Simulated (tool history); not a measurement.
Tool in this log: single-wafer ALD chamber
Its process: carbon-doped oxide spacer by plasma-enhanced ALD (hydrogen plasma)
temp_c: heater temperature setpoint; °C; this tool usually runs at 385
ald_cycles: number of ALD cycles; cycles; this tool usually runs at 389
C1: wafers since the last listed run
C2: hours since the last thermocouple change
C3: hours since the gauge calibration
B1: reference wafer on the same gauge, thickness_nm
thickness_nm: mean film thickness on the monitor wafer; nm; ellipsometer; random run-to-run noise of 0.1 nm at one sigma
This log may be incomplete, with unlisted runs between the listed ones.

{"run": 1, "hour": 0.0, "temp_c": 385, "ald_cycles": 389, "C1": 0, "C2": 923.8, "C3": 1274.2, "B1": 16.281, "thickness_nm": 18.1}
{"run": 2, "hour": 84.8, "temp_c": 385, "ald_cycles": 437, "C1": 104, "C2": 1008.6, "C3": 1359.0, "B1": 16.259, "thickness_nm": 20.155}
{"run": 3, "hour": 156.2, "temp_c": 385, "ald_cycles": 437, "C1": 88, "C2": 1080.0, "C3": 1430.4, "B1": 16.248, "thickness_nm": 20.331}
{"run": 4, "hour": 246.4, "temp_c": 390, "ald_cycles": 389, "C1": 111, "C2": 1170.2, "C3": 1520.6, "B1": 16.206, "thickness_nm": 17.999}
{"run": 5, "hour": 302.1, "temp_c": 390, "ald_cycles": 389, "C1": 68, "C2": 1225.9, "C3": 1576.3, "B1": 16.197, "thickness_nm": 18.007}
{"run": 6, "hour": 402.3, "temp_c": 390, "ald_cycles": 389, "C1": 123, "C2": 1326.1, "C3": 1676.5, "B1": 16.173, "thickness_nm": 17.841}
{"run": 7, "hour": 473.1, "temp_c": 385, "ald_cycles": 336, "C1": 87, "C2": 1396.9, "C3": 1747.3, "B1": 16.165, "thickness_nm": 15.659}
{"run": 8, "hour": 519.1, "temp_c": 385, "ald_cycles": 389, "C1": 56, "C2": 1442.9, "C3": 1793.3, "B1": 16.149, "thickness_nm": 17.97}
{"run": 9, "hour": 717.3, "temp_c": 385, "ald_cycles": 389, "C1": 245, "C2": 1641.1, "C3": 1991.5, "B1": 16.096, "thickness_nm": 17.889}
{"run": 10, "hour": 789.2, "temp_c": 380, "ald_cycles": 389, "C1": 88, "C2": 1713.0, "C3": 2063.4, "B1": 16.101, "thickness_nm": 17.91}
{"hour": 835.4, "done": "thermocouple changed; heater temperature recalibrated"}
{"run": 11, "hour": 862.9, "temp_c": 390, "ald_cycles": 329, "C1": 81, "C2": 27.5, "C3": 2137.1, "B1": 16.108, "thickness_nm": 15.159}
{"run": 12, "hour": 907.8, "temp_c": 390, "ald_cycles": 329, "C1": 55, "C2": 72.4, "C3": 2182.0, "B1": 16.088, "thickness_nm": 15.167}
{"run": 13, "hour": 1014.0, "temp_c": 385, "ald_cycles": 389, "C1": 131, "C2": 178.6, "C3": 2288.2, "B1": 16.092, "thickness_nm": 17.85}
{"run": 14, "hour": 1053.8, "temp_c": 385, "ald_cycles": 389, "C1": 49, "C2": 218.4, "C3": 2328.0, "B1": 16.071, "thickness_nm": 17.762}
{"run": 15, "hour": 1153.9, "temp_c": 385, "ald_cycles": 389, "C1": 123, "C2": 318.5, "C3": 2428.1, "B1": 16.019, "thickness_nm": 17.683}
{"run": 16, "hour": 1248.1, "temp_c": 385, "ald_cycles": 389, "C1": 116, "C2": 412.7, "C3": 2522.3, "B1": 16.02, "thickness_nm": 17.595}
{"run": 17, "hour": 1329.7, "temp_c": 373, "ald_cycles": 342, "C1": 100, "C2": 494.3, "C3": 2603.9, "B1": 16.005, "thickness_nm": 15.578}
{"run": 18, "hour": 1431.3, "temp_c": 373, "ald_cycles": 342, "C1": 125, "C2": 595.9, "C3": 2705.5, "B1": 15.992, "thickness_nm": 15.501}
{"run": 19, "hour": 1501.7, "temp_c": 373, "ald_cycles": 342, "C1": 87, "C2": 666.3, "C3": 2775.9, "B1": 16.01, "thickness_nm": 15.552}
{"run": 20, "hour": 1587.7, "temp_c": 385, "ald_cycles": 389, "C1": 106, "C2": 752.3, "C3": 2861.9, "B1": 15.975, "thickness_nm": 17.653}
{"run": 21, "hour": 1673.8, "temp_c": 385, "ald_cycles": 389, "C1": 106, "C2": 838.4, "C3": 2948.0, "B1": 16.0, "thickness_nm": 17.777}
{"run": 22, "hour": 1772.9, "temp_c": 385, "ald_cycles": 389, "C1": 122, "C2": 937.5, "C3": 3047.1, "B1": 15.966, "thickness_nm": 17.702}
{"run": 23, "hour": 1870.9, "temp_c": 389, "ald_cycles": 366, "C1": 121, "C2": 1035.5, "C3": 3145.1, "B1": 15.974, "thickness_nm": 16.523}
{"run": 24, "hour": 1908.4, "temp_c": 395, "ald_cycles": 349, "C1": 46, "C2": 1073.0, "C3": 3182.6, "B1": 15.961, "thickness_nm": 15.783}
{"run": 25, "hour": 2009.4, "temp_c": 385, "ald_cycles": 389, "C1": 124, "C2": 1174.0, "C3": 3283.6, "B1": 15.962, "thickness_nm": 17.662}
{"run": 26, "hour": 2131.3, "temp_c": 398, "ald_cycles": 435, "C1": 150, "C2": 1295.9, "C3": 3405.5, "B1": 15.942, "thickness_nm": 19.808}
{"run": 27, "hour": 2195.7, "temp_c": 385, "ald_cycles": 349, "C1": 79, "C2": 1360.3, "C3": 3469.9, "B1": 15.94, "thickness_nm": 15.815}
{"run": 28, "hour": 2275.7, "temp_c": 372, "ald_cycles": 447, "C1": 98, "C2": 1440.3, "C3": 3549.9, "B1": 15.96, "thickness_nm": 20.263}
{"hour": 2343.7, "done": "gauge calibrated"}
{"run": 29, "hour": 2369.1, "temp_c": 385, "ald_cycles": 326, "C1": 115, "C2": 1533.7, "C3": 25.4, "B1": 16.802, "thickness_nm": 15.694}
{"run": 30, "hour": 2460.8, "temp_c": 390, "ald_cycles": 444, "C1": 113, "C2": 1625.4, "C3": 117.1, "B1": 16.734, "thickness_nm": 21.26}
{"run": 31, "hour": 2527.9, "temp_c": 385, "ald_cycles": 389, "C1": 82, "C2": 1692.5, "C3": 184.2, "B1": 16.673, "thickness_nm": 18.532}
{"run": 32, "hour": 2616.0, "temp_c": 385, "ald_cycles": 389, "C1": 108, "C2": 1780.6, "C3": 272.3, "B1": 16.64, "thickness_nm": 18.355}
{"run": 33, "hour": 2654.8, "temp_c": 380, "ald_cycles": 442, "C1": 47, "C2": 1819.4, "C3": 311.1, "B1": 16.626, "thickness_nm": 21.064}
{"hour": 2720.7, "done": "thermocouple changed; heater temperature recalibrated"}
{"run": 34, "hour": 2761.8, "temp_c": 385, "ald_cycles": 365, "C1": 122, "C2": 41.1, "C3": 418.1, "B1": 16.526, "thickness_nm": 17.236}
{"run": 35, "hour": 2816.2, "temp_c": 371, "ald_cycles": 425, "C1": 67, "C2": 95.5, "C3": 472.5, "B1": 16.502, "thickness_nm": 20.049}
{"run": 36, "hour": 2892.5, "temp_c": 397, "ald_cycles": 311, "C1": 94, "C2": 171.8, "C3": 548.8, "B1": 16.471, "thickness_nm": 14.555}
{"run": 37, "hour": 2968.2, "temp_c": 390, "ald_cycles": 457, "C1": 93, "C2": 247.5, "C3": 624.5, "B1": 16.415, "thickness_nm": 21.246}
{"run": 38, "hour": 3021.8, "temp_c": 385, "ald_cycles": 389, "C1": 66, "C2": 301.1, "C3": 678.1, "B1": 16.379, "thickness_nm": 18.144}
{"run": 39, "hour": 3128.7, "temp_c": 385, "ald_cycles": 389, "C1": 132, "C2": 408.0, "C3": 785.0, "B1": 16.328, "thickness_nm": 18.184}
{"run": 40, "hour": 3167.8, "temp_c": 377, "ald_cycles": 316, "C1": 48, "C2": 447.1, "C3": 824.1, "B1": 16.328, "thickness_nm": 14.704}
{"run": 41, "hour": 3234.4, "temp_c": 385, "ald_cycles": 434, "C1": 82, "C2": 513.7, "C3": 890.7, "B1": 16.29, "thickness_nm": 20.224}
{"run": 42, "hour": 3326.3, "temp_c": 385, "ald_cycles": 389, "C1": 113, "C2": 605.6, "C3": 982.6, "B1": 16.271, "thickness_nm": 17.969}
{"run": 43, "hour": 3372.3, "temp_c": 398, "ald_cycles": 369, "C1": 56, "C2": 651.6, "C3": 1028.6, "B1": 16.251, "thickness_nm": 17.077}
{"run": 44, "hour": 3480.4, "temp_c": 395, "ald_cycles": 465, "C1": 133, "C2": 759.7, "C3": 1136.7, "B1": 16.203, "thickness_nm": 21.534}
{"run": 45, "hour": 3555.3, "temp_c": 385, "ald_cycles": 389, "C1": 92, "C2": 834.6, "C3": 1211.6, "B1": 16.178, "thickness_nm": 17.979}

Predict each of these 4 candidate next runs independently; none follows another, all start after run 45:
{"run": "A", "hour": 3556.3, "temp_c": 370, "ald_cycles": 389, "C1": 1, "C2": 835.6, "C3": 1212.6, "B1": "?", "thickness_nm": "?"}
{"run": "B", "hour": 3556.3, "temp_c": 374, "ald_cycles": 389, "C1": 1, "C2": 835.6, "C3": 1212.6, "B1": "?", "thickness_nm": "?"}
{"run": "C", "hour": 3556.3, "temp_c": 385, "ald_cycles": 364, "C1": 1, "C2": 835.6, "C3": 1212.6, "B1": "?", "thickness_nm": "?"}
{"run": "D", "hour": 3556.3, "temp_c": 385, "ald_cycles": 416, "C1": 1, "C2": 835.6, "C3": 1212.6, "B1": "?", "thickness_nm": "?"}

run=A B1=16.172 thickness_nm=18.097
run=B B1=16.172 thickness_nm=18.097
run=C B1=16.172 thickness_nm=16.934
run=D B1=16.172 thickness_nm=19.353
Had the tool no hidden state, the same runs would have come out as:
run=A thickness_nm=18.789
run=B thickness_nm=18.789
run=C thickness_nm=17.581
run=D thickness_nm=20.093
